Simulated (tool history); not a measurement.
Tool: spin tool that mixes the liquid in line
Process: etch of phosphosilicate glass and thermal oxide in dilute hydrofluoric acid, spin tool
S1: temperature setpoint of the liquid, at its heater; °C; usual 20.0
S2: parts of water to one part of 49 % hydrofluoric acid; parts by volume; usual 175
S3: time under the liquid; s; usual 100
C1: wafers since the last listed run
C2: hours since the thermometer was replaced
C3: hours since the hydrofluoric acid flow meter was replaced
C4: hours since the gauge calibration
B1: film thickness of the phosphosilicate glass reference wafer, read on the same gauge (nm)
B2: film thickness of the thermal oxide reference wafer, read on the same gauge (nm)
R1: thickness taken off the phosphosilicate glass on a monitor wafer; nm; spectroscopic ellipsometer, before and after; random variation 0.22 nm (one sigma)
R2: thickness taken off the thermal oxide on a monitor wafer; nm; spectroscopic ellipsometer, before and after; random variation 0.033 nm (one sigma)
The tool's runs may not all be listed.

| run | hour | S1 | S2 | S3 | C1 | C2 | C3 | C4 | B1 | B2 | R1 | R2 |
|---|---|---|---|---|---|---|---|---|---|---|---|---|
| 1 | 0.0 | 20.0 | 175 | 100 | 0 | 481.7 | 1497.1 | 242.9 | 70.01 | 150.028 | 40.99 | 2.197 |
| 2 | 21.3 | 20.0 | 175 | 100 | 244 | 503.0 | 1518.4 | 264.2 | 70.00 | 149.986 | 40.88 | 2.189 |
| 3 | 34.1 | 20.0 | 125 | 100 | 146 | 515.8 | 1531.2 | 277.0 | 70.00 | 149.987 | 60.93 | 3.329 |
| 4 | 59.2 | 20.0 | 125 | 100 | 288 | 540.9 | 1556.3 | 302.1 | 70.03 | 149.999 | 60.86 | 3.303 |
| 5 | 94.1 | 22.0 | 175 | 100 | 400 | 575.8 | 1591.2 | 337.0 | 70.01 | 150.001 | 44.24 | 2.367 |
| 6 | 106.7 | 22.0 | 175 | 100 | 144 | 588.4 | 1603.8 | 349.6 | 70.00 | 149.993 | 44.27 | 2.417 |
|  | 124.1 | gauge calibrated |
| 7 | 130.1 | 20.0 | 175 | 100 | 268 | 611.8 | 1627.2 | 6.0 | 70.00 | 150.000 | 41.55 | 2.218 |
| 8 | 146.5 | 20.0 | 175 | 100 | 188 | 628.2 | 1643.6 | 22.4 | 70.02 | 149.996 | 41.17 | 2.249 |
|  | 149.6 | hydrofluoric acid flow meter replaced |
| 9 | 166.1 | 20.0 | 175 | 135 | 213 | 647.8 | 16.5 | 42.0 | 70.00 | 150.025 | 55.98 | 3.091 |
| 10 | 181.5 | 24.5 | 260 | 70 | 176 | 663.2 | 31.9 | 57.4 | 70.00 | 150.012 | 21.04 | 1.129 |
| 11 | 197.6 | 20.0 | 175 | 100 | 184 | 679.3 | 48.0 | 73.5 | 70.01 | 150.005 | 41.59 | 2.325 |
| 12 | 226.1 | 20.0 | 130 | 100 | 327 | 707.8 | 76.5 | 102.0 | 69.99 | 149.986 | 59.00 | 3.145 |
| 13 | 251.7 | 17.0 | 125 | 85 | 293 | 733.4 | 102.1 | 127.6 | 69.98 | 150.009 | 47.31 | 2.571 |
|  | 265.4 | thermometer replaced |
| 14 | 283.7 | 17.0 | 245 | 100 | 355 | 18.3 | 134.1 | 159.6 | 70.00 | 149.997 | 22.95 | 1.249 |
| 15 | 310.4 | 21.5 | 175 | 125 | 306 | 45.0 | 160.8 | 186.3 | 69.99 | 149.987 | 50.89 | 2.740 |
| 16 | 327.6 | 20.0 | 175 | 100 | 197 | 62.2 | 178.0 | 203.5 | 70.00 | 150.004 | 38.91 | 2.069 |
| 17 | 349.4 | 24.0 | 175 | 160 | 250 | 84.0 | 199.8 | 225.3 | 69.99 | 150.007 | 73.37 | 3.841 |
| 18 | 384.3 | 17.0 | 110 | 160 | 400 | 118.9 | 234.7 | 260.2 | 70.01 | 150.029 | 93.78 | 4.921 |

3 ways to go on from here, each from the tool as it stands after run 18. What would each give?
| A | 384.7 | 22.5 | 175 | 100 | 4 | 119.3 | 235.1 | 260.6 | ? | ? | ? | ? |
| B | 384.7 | 20.0 | 95 | 160 | 4 | 119.3 | 235.1 | 260.6 | ? | ? | ? | ? |
| C | 384.7 | 20.0 | 90 | 85 | 4 | 119.3 | 235.1 | 260.6 | ? | ? | ? | ? |

| run | B1 | B2 | R1 | R2 |
|---|---|---|---|---|
| A | 69.97 | 149.990 | 43.12 | 2.298 |
| B | 69.97 | 149.990 | 125.78 | 6.704 |
| C | 69.97 | 149.990 | 70.93 | 3.781 |
Without the tool's hidden state the same runs would have given:
| run | R1 | R2 |
|---|---|---|
| A | 42.42 | 2.261 |
| B | 123.57 | 6.586 |
| C | 69.69 | 3.714 |
